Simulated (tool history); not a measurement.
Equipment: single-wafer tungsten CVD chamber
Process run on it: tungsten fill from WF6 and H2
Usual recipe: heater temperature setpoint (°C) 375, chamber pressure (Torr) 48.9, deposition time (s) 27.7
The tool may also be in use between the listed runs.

run	hour	heater temperature setpoint (°C)	chamber pressure (Torr)	deposition time (s)	wafers since the last listed run	hours since the last thermocouple change	hours since the last manometer calibration	hours since the showerhead was replaced	hours since the gauge calibration	read-back reference wafer on the same gauge, thickness_nm	mean film thickness on the monitor wafer (nm)
1	0	375	48.9	27.7	0	1912.4	616.5	5880.4	338.7	53.608	63.689
2	14.2	375	41.2	27.7	416	1926.6	630.7	5894.6	352.9	53.56	60.28
3	44.3	375	41.2	27.7	883	1956.7	660.8	5924.7	383	53.583	60.289
4	62.8	375	42.9	27.7	543	1975.2	679.3	5943.2	401.5	53.588	61.249
5	80.7	375	42.9	27.7	525	1993.1	697.2	5961.1	419.4	53.577	61.098
6	94.8	375	42.9	27.7	413	2007.2	711.3	5975.2	433.5	53.647	61.278
7	120.2	375	48.9	30.5	745	2032.6	736.7	6000.6	458.9	53.634	70.528
8	140.1	375	48.9	27.7	584	2052.5	756.6	6020.5	478.8	53.623	63.898
9	157.1	375	48.9	27.7	499	2069.5	773.6	6037.5	495.8	53.556	64.033
10	182.4	375	48.9	27.7	742	2094.8	798.9	6062.8	521.1	53.639	63.983
11	207	375	48.9	27.7	722	2119.4	823.5	6087.4	545.7	53.591	63.983
12	233.8	375	48.9	27.7	786	2146.2	850.3	6114.2	572.5	53.595	64.197
13	253.9	375	48.9	27.7	590	2166.3	870.4	6134.3	592.6	53.618	64.054
14	269.3	375	48.9	27.7	452	2181.7	885.8	6149.7	608	53.609	63.746
15	304.5	375	48.9	27.7	1033	2216.9	921	6184.9	643.2	53.569	64.105
# hour 328.9: thermocouple changed; heater temperature recalibrated
16	336.5	375	37.5	24.8	704	7.6	953	6216.9	675.2	53.561	50.496
17	363.8	384	58.2	31	801	34.9	980.3	6244.2	702.5	53.617	85.845
18	398.3	381	37.1	27.7	1012	69.4	1014.8	6278.7	737	53.526	63.04
19	418.5	384	57.3	32.6	593	89.6	1035	6298.9	757.2	53.612	90.643
20	432.3	375	48.9	24	405	103.4	1048.8	6312.7	771	53.599	53.797
21	467.1	375	48.9	27.7	1021	138.2	1083.6	6347.5	805.8	53.58	62.021
# hour 479.6: gauge calibrated
# hour 522.2: showerhead replaced
# hour 529.1: capacitance manometer re-zeroed and calibrated
22	567.8	385	48.9	27.7	2519	238.9	38.7	45.6	88.2	53.612	74.709
23	594.9	363	48.9	27.7	795	266	65.8	72.7	115.3	53.563	49.794
24	624.3	375	44.4	24.5	863	295.4	95.2	102.1	144.7	53.618	53.304
25	650.9	375	40.6	27.7	780	322	121.8	128.7	171.3	53.539	58.668
26	686.7	375	48.9	27.7	1051	357.8	157.6	164.5	207.1	53.573	62.148
27	706.9	386	48.9	29.9	593	378	177.8	184.7	227.3	53.619	81.744
28	733	387	59.7	27.7	766	404.1	203.9	210.8	253.4	53.616	82.616
29	750.7	375	48.9	27.7	519	421.8	221.6	228.5	271.1	53.577	62.142
30	782.1	367	60.1	23	921	453.2	253	259.9	302.5	53.618	47.806
31	800.9	366	48.9	27.7	551	472	271.8	278.7	321.3	53.583	52.663
32	818	368	48.9	24.4	502	489.1	288.9	295.8	338.4	53.57	48.266
33	840.7	375	44.4	24.5	666	511.8	311.6	318.5	361.1	53.646	53.456
34	856.2	385	48.9	24.5	455	527.3	327.1	334	376.6	53.628	65.996

How would selected steps in mean film thickness on the monitor wafer (nm) from run to run divide? Give the signed amount a tool lacking its hidden state would still show from settings, what came in and random variation, and the signed amount left for the hidden state, including any gauge scatter that is not in both of the compared results.
Hidden conditions of the tool in this case: wafer temperature above the value expected at the setpoint (K); true pressure above the setpoint (%); gauge reads high (%).
Run 6 -> 7: chamber pressure (Torr) 42.9 -> 48.9, deposition time (s) 27.7 -> 30.5. mean film thickness on the monitor wafer (nm) +9.25: hidden state +0.362, all else +8.888.
Run 7 -> 8: deposition time (s) 30.5 -> 27.7. mean film thickness on the monitor wafer (nm) -6.63: hidden state -0.216, all else -6.414.
Run 15 -> 16: chamber pressure (Torr) 48.9 -> 37.5, deposition time (s) 27.7 -> 24.8, thermocouple changed; heater temperature recalibrated. mean film thickness on the monitor wafer (nm) -13.609: hidden state -2.317, all else -11.292.
Run 16 -> 17: heater temperature setpoint (°C) 375 -> 384, chamber pressure (Torr) 37.5 -> 58.2, deposition time (s) 24.8 -> 31. mean film thickness on the monitor wafer (nm) +35.349: hidden state +0.175, all else +35.174.
Run 18 -> 19: heater temperature setpoint (°C) 381 -> 384, chamber pressure (Torr) 37.1 -> 57.3, deposition time (s) 27.7 -> 32.6. mean film thickness on the monitor wafer (nm) +27.603: hidden state +0.172, all else +27.431.
Run 19 -> 20: heater temperature setpoint (°C) 384 -> 375, chamber pressure (Torr) 57.3 -> 48.9, deposition time (s) 32.6 -> 24. mean film thickness on the monitor wafer (nm) -36.846: hidden state -0.176, all else -36.67.
